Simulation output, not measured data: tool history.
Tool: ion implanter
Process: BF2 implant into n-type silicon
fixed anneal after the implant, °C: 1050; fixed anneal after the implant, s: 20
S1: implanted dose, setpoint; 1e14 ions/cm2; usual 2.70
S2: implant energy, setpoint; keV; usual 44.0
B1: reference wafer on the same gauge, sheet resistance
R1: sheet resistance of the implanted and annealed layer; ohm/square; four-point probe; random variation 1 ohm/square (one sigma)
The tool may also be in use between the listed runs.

run 1 hour=0.0 | S1=2.52 S2=44.0 | B1=331.89 | R1=393.88
run 2 hour=50.3 | S1=2.52 S2=44.0 | B1=331.71 | R1=394.83
run 3 hour=113.5 | S1=2.52 S2=44.0 | B1=332.13 | R1=395.29
run 4 hour=185.0 | S1=2.28 S2=44.0 | B1=332.19 | R1=430.16
run 5 hour=221.4 | S1=2.28 S2=44.0 | B1=331.77 | R1=430.53
run 6 hour=271.2 | S1=2.28 S2=44.0 | B1=332.29 | R1=430.72
run 7 hour=335.6 | S1=2.70 S2=44.0 | B1=332.00 | R1=373.53
-- hour=337.2 gauge calibrated
run 8 hour=405.9 | S1=2.70 S2=44.0 | B1=331.97 | R1=374.01
run 9 hour=442.1 | S1=2.70 S2=44.0 | B1=331.88 | R1=375.46
run 10 hour=510.1 | S1=2.70 S2=44.0 | B1=332.31 | R1=378.06
run 11 hour=568.6 | S1=2.70 S2=44.0 | B1=331.97 | R1=378.43
run 12 hour=632.8 | S1=2.70 S2=52.5 | B1=332.17 | R1=371.10
-- hour=662.7 extraction supply calibrated
run 13 hour=663.2 | S1=2.70 S2=44.0 | B1=332.19 | R1=379.13
-- hour=676.9 Faraday cup replaced and dose calibrated
run 14 hour=710.2 | S1=2.07 S2=48.5 | B1=331.77 | R1=482.15
run 15 hour=749.1 | S1=2.93 S2=38.5 | B1=331.97 | R1=371.00
run 16 hour=784.5 | S1=3.47 S2=53.0 | B1=331.90 | R1=309.20
run 17 hour=839.9 | S1=2.04 S2=44.0 | B1=332.36 | R1=494.40
run 18 hour=900.7 | S1=2.70 S2=49.5 | B1=332.00 | R1=385.49
-- hour=942.6 Faraday cup replaced and dose calibrated, repeated, since the last time left the tool worse
run 19 hour=965.3 | S1=2.04 S2=50.5 | B1=332.34 | R1=458.16
run 20 hour=1009.1 | S1=1.98 S2=44.0 | B1=331.81 | R1=474.21
run 21 hour=1069.8 | S1=2.70 S2=52.5 | B1=331.89 | R1=362.70
-- hour=1097.2 gauge calibrated
run 22 hour=1101.8 | S1=2.70 S2=44.0 | B1=331.62 | R1=367.88

Some steps in R1 between neighbouring runs. How much of each would the tool show without its hidden state too (settings, what came in, random variation), and how much is left for the hidden state, with any gauge scatter that isn't in both results?
The hidden state here: deviation of the true dose from the Faraday cup's reading, %; deviation of the true energy from its setpoint, %; gauge reads high (%).
Run 13 -> 14: S1 2.70 -> 2.07, S2 44.0 -> 48.5, Faraday cup replaced and dose calibrated. R1 +103.02 ohm/square: hidden state +16.67, all else +86.35.
Run 16 -> 17: S1 3.47 -> 2.04, S2 53.0 -> 44.0. R1 +185.20 ohm/square: hidden state +10.45, all else +174.75.
Run 18 -> 19: S1 2.70 -> 2.04, S2 49.5 -> 50.5, Faraday cup replaced and dose calibrated, repeated, since the last time left the tool worse. R1 +72.67 ohm/square: hidden state -21.78, all else +94.45.
Run 20 -> 21: S1 1.98 -> 2.70, S2 44.0 -> 52.5. R1 -111.51 ohm/square: hidden state +0.31, all else -111.82.
